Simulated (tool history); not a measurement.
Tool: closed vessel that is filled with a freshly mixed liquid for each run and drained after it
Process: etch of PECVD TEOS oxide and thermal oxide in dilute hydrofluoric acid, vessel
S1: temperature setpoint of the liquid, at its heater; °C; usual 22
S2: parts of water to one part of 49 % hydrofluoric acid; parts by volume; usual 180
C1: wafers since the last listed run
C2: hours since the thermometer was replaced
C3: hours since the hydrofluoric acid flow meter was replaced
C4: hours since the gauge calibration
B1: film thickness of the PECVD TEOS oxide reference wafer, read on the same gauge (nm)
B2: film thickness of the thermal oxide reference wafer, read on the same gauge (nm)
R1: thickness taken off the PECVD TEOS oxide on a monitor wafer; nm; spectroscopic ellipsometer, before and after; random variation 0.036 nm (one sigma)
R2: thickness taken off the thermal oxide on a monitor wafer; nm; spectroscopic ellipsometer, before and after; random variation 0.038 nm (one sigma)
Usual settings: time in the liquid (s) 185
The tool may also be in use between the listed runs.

run 1 hour=0 | S1=22 S2=180 time_in_the_liquid_(s)=155 | C1=0 C2=103.5 C3=2362.8 C4=88.2 | B1=50.02 B2=100.042 | R1=7.24 R2=3.825
run 2 hour=9.9 | S1=22 S2=135 time_in_the_liquid_(s)=125 | C1=579 C2=113.4 C3=2372.7 C4=98.1 | B1=50 B2=100.013 | R1=8.2 R2=4.317
-- hour=17 hydrofluoric acid flow meter replaced
run 3 hour=22.7 | S1=22 S2=135 time_in_the_liquid_(s)=125 | C1=691 C2=126.2 C3=5.7 C4=110.9 | B1=50 B2=99.995 | R1=7.04 R2=3.715
run 4 hour=60.4 | S1=20 S2=145 time_in_the_liquid_(s)=85 | C1=2208 C2=163.9 C3=43.4 C4=148.6 | B1=49.98 B2=99.984 | R1=4.08 R2=2.165
run 5 hour=73.9 | S1=19 S2=180 time_in_the_liquid_(s)=185 | C1=790 C2=177.4 C3=56.9 C4=162.1 | B1=50.01 B2=99.999 | R1=6.71 R2=3.456
run 6 hour=84.7 | S1=22 S2=260 time_in_the_liquid_(s)=185 | C1=632 C2=188.2 C3=67.7 C4=172.9 | B1=49.98 B2=99.988 | R1=4.79 R2=2.536
run 7 hour=91 | S1=22 S2=235 time_in_the_liquid_(s)=185 | C1=369 C2=194.5 C3=74 C4=179.2 | B1=50 B2=100.01 | R1=5.43 R2=2.895
run 8 hour=104.3 | S1=22 S2=180 time_in_the_liquid_(s)=185 | C1=779 C2=207.8 C3=87.3 C4=192.5 | B1=49.97 B2=100.031 | R1=7.51 R2=4.021
run 9 hour=111.3 | S1=22 S2=180 time_in_the_liquid_(s)=185 | C1=410 C2=214.8 C3=94.3 C4=199.5 | B1=49.98 B2=99.976 | R1=7.5 R2=3.902
run 10 hour=121.2 | S1=25 S2=105 time_in_the_liquid_(s)=85 | C1=579 C2=224.7 C3=104.2 C4=209.4 | B1=50 B2=99.962 | R1=7.2 R2=3.872
run 11 hour=137.9 | S1=22 S2=180 time_in_the_liquid_(s)=185 | C1=978 C2=241.4 C3=120.9 C4=226.1 | B1=49.99 B2=99.994 | R1=7.49 R2=3.998
run 12 hour=144.1 | S1=22 S2=180 time_in_the_liquid_(s)=285 | C1=363 C2=247.6 C3=127.1 C4=232.3 | B1=49.99 B2=99.993 | R1=11.6 R2=6.038
run 13 hour=155.5 | S1=25 S2=145 time_in_the_liquid_(s)=155 | C1=667 C2=259 C3=138.5 C4=243.7 | B1=50.01 B2=99.984 | R1=9.05 R2=4.753
run 14 hour=171.3 | S1=20 S2=235 time_in_the_liquid_(s)=290 | C1=925 C2=274.8 C3=154.3 C4=259.5 | B1=50.01 B2=100.018 | R1=7.96 R2=4.1
run 15 hour=179.7 | S1=22 S2=180 time_in_the_liquid_(s)=185 | C1=492 C2=283.2 C3=162.7 C4=267.9 | B1=49.98 B2=100.04 | R1=7.55 R2=3.963
run 16 hour=189.7 | S1=24.5 S2=140 time_in_the_liquid_(s)=260 | C1=585 C2=293.2 C3=172.7 C4=277.9 | B1=50.01 B2=100.014 | R1=15.74 R2=8.136
run 17 hour=201 | S1=25.5 S2=95 time_in_the_liquid_(s)=290 | C1=661 C2=304.5 C3=184 C4=289.2 | B1=49.97 B2=100 | R1=28.24 R2=15.006

The next listed run, before its measurement:
run 18 hour=215.2 | S1=27 S2=135 time_in_the_liquid_(s)=185 | C1=831 C2=318.7 C3=198.2 C4=303.4 | B1=? B2=? | R1=? R2=?

Run 18 gave B1 49.97, B2 99.99, R1 12.89 nm, R2 6.77 nm.
Without the tool's hidden state the same run would have given R1 12.57 nm, R2 6.604 nm.
